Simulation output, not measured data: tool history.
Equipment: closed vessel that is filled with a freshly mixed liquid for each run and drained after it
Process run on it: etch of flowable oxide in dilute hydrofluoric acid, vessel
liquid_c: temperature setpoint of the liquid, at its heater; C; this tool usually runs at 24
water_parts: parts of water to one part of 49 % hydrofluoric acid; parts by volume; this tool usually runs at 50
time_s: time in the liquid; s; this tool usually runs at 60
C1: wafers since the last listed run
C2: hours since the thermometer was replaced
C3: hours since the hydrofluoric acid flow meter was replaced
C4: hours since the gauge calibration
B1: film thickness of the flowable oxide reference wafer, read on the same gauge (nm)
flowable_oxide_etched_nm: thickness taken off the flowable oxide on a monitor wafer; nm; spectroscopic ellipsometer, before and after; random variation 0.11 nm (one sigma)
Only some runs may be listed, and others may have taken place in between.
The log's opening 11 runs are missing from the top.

Run 12, hour 123.1: usual settings; C1 1642; C2 13.3; C3 1210.4; C4 275.5; B1 89.94. Result: flowable_oxide_etched_nm 32.51 nm.
Run 13, hour 137.6: usual settings; C1 1905; C2 27.8; C3 1224.9; C4 290; B1 90.01. Result: flowable_oxide_etched_nm 32.67 nm.
Run 14, hour 144.2: usual settings but liquid_c 23 C; C1 867; C2 34.4; C3 1231.5; C4 296.6; B1 90.05. Result: flowable_oxide_etched_nm 31.11 nm.
Run 15, hour 158: usual settings but liquid_c 23 C; C1 1813; C2 48.2; C3 1245.3; C4 310.4; B1 89.97. Result: flowable_oxide_etched_nm 31.26 nm.
Run 16, hour 171: usual settings; C1 1708; C2 61.2; C3 1258.3; C4 323.4; B1 89.99. Result: flowable_oxide_etched_nm 32.51 nm.
Run 17, hour 184.7: usual settings but liquid_c 21 C, water_parts 35 parts by volume, time_s 30 s; C1 1800; C2 74.9; C3 1272; C4 337.1; B1 89.97. Result: flowable_oxide_etched_nm 20.91 nm.
Run 18, hour 191.3: usual settings but liquid_c 20.5 C; C1 867; C2 81.5; C3 1278.6; C4 343.7; B1 90. Result: flowable_oxide_etched_nm 28.14 nm.
At hour 195.6: gauge calibrated.
At hour 205.3: hydrofluoric acid flow meter replaced.
Run 19, hour 207.9: usual settings but liquid_c 23 C; C1 2050; C2 98.1; C3 2.6; C4 12.3; B1 89.98. Result: flowable_oxide_etched_nm 31.13 nm.
Run 20, hour 218: usual settings; C1 1327; C2 108.2; C3 12.7; C4 22.4; B1 90.02. Result: flowable_oxide_etched_nm 32.25 nm.
Run 21, hour 225.5: usual settings but liquid_c 26.5 C; C1 985; C2 115.7; C3 20.2; C4 29.9; B1 89.99. Result: flowable_oxide_etched_nm 35.68 nm.
Run 22, hour 242.9: usual settings but water_parts 30 parts by volume, time_s 75 s; C1 2286; C2 133.1; C3 37.6; C4 47.3; B1 89.98. Result: flowable_oxide_etched_nm 69.12 nm.
Run 23, hour 253.5: usual settings but water_parts 30 parts by volume, time_s 80 s; C1 1393; C2 143.7; C3 48.2; C4 57.9; B1 90.02. Result: flowable_oxide_etched_nm 74.03 nm.
Run 24, hour 264.9: usual settings but liquid_c 25.5 C, water_parts 35 parts by volume, time_s 35 s; C1 1498; C2 155.1; C3 59.6; C4 69.3; B1 89.99. Result: flowable_oxide_etched_nm 29.15 nm.
Run 25, hour 274: usual settings but liquid_c 20.5 C, water_parts 30 parts by volume, time_s 30 s; C1 1196; C2 164.2; C3 68.7; C4 78.4; B1 90.04. Result: flowable_oxide_etched_nm 23.86 nm.
Run 26, hour 282.4: usual settings but liquid_c 29 C, water_parts 65 parts by volume; C1 1104; C2 172.6; C3 77.1; C4 86.8; B1 89.98. Result: flowable_oxide_etched_nm 29.73 nm.
Run 27, hour 301.2: usual settings; C1 2471; C2 191.4; C3 95.9; C4 105.6; B1 90.02. Result: flowable_oxide_etched_nm 32.27 nm.
Run 28, hour 311.1: usual settings but water_parts 70 parts by volume, time_s 50 s; C1 1301; C2 201.3; C3 105.8; C4 115.5; B1 90.03. Result: flowable_oxide_etched_nm 18.69 nm.
Run 29, hour 324.5: usual settings but liquid_c 26.5 C; C1 1761; C2 214.7; C3 119.2; C4 128.9; B1 90.01. Result: flowable_oxide_etched_nm 35.67 nm.
Run 30, hour 334: usual settings but water_parts 70 parts by volume, time_s 85 s; C1 1248; C2 224.2; C3 128.7; C4 138.4; B1 90.01. Result: flowable_oxide_etched_nm 31.64 nm.
Run 31, hour 346: usual settings; C1 1577; C2 236.2; C3 140.7; C4 150.4; B1 90.02. Result: flowable_oxide_etched_nm 32.09 nm.
Run 32, hour 360.6: usual settings but liquid_c 27.5 C, water_parts 70 parts by volume, time_s 90 s; C1 1918; C2 250.8; C3 155.3; C4 165; B1 90.04. Result: flowable_oxide_etched_nm 38.53 nm.

Below are 4 alternative next runs, each starting from the tool's condition after run 32. Predict each:
Run A, hour 361.3: usual settings; C1 92; C2 251.5; C3 156; C4 165.7; B1 ?. Result: flowable_oxide_etched_nm ?.
Run B, hour 361.3: usual settings but time_s 40 s; C1 92; C2 251.5; C3 156; C4 165.7; B1 ?. Result: flowable_oxide_etched_nm ?.
Run C, hour 361.3: usual settings but water_parts 40 parts by volume, time_s 70 s; C1 92; C2 251.5; C3 156; C4 165.7; B1 ?. Result: flowable_oxide_etched_nm ?.
Run D, hour 361.3: usual settings but time_s 95 s; C1 92; C2 251.5; C3 156; C4 165.7; B1 ?. Result: flowable_oxide_etched_nm ?.

run     B1  flowable_oxide_etched_nm
  A  90.01                     32.21
  B  90.01                     21.47
  C  90.01                      47.6
  D  90.01                        51
With the hidden condition removed and each run's random variation left untouched, the same runs would have given:
run  flowable_oxide_etched_nm
  A                     32.72
  B                     21.81
  C                     48.35
  D                      51.8
